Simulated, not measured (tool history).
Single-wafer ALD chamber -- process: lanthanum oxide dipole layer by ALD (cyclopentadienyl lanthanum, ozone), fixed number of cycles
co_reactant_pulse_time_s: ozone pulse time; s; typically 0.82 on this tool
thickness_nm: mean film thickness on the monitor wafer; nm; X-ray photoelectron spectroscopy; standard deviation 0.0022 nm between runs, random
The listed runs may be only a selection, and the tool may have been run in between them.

run	hour	co_reactant_pulse_time_s	read-back reference wafer on the same gauge, thickness_nm	thickness_nm
1	0	0.82	0.404	0.471
2	26.8	0.82	0.403	0.476
3	61.9	0.82	0.404	0.472
4	120.4	0.82	0.404	0.47
5	153.3	0.82	0.404	0.463
6	224.7	0.82	0.404	0.458
# hour 288: ozone generator serviced
7	349.6	0.82	0.404	0.429
# hour 381.9: ozone generator serviced, repeated, since the last time left the tool worse
8	403.4	0.82	0.404	0.487
# hour 445.2: showerhead replaced
9	445.7	0.96	0.403	0.53
10	481	0.5	0.404	0.301
# hour 501.2: thermocouple changed; heater temperature recalibrated
# hour 518.3: gauge calibrated
11	535.2	0.95	0.404	0.53

For run 12, what comes out?
12	569.3	1.08	?	?

read-back reference wafer on the same gauge, thickness_nm: 0.404
thickness_nm: 0.553 nm
With no hidden state in the tool, this same run would have given thickness_nm 0.556 nm.
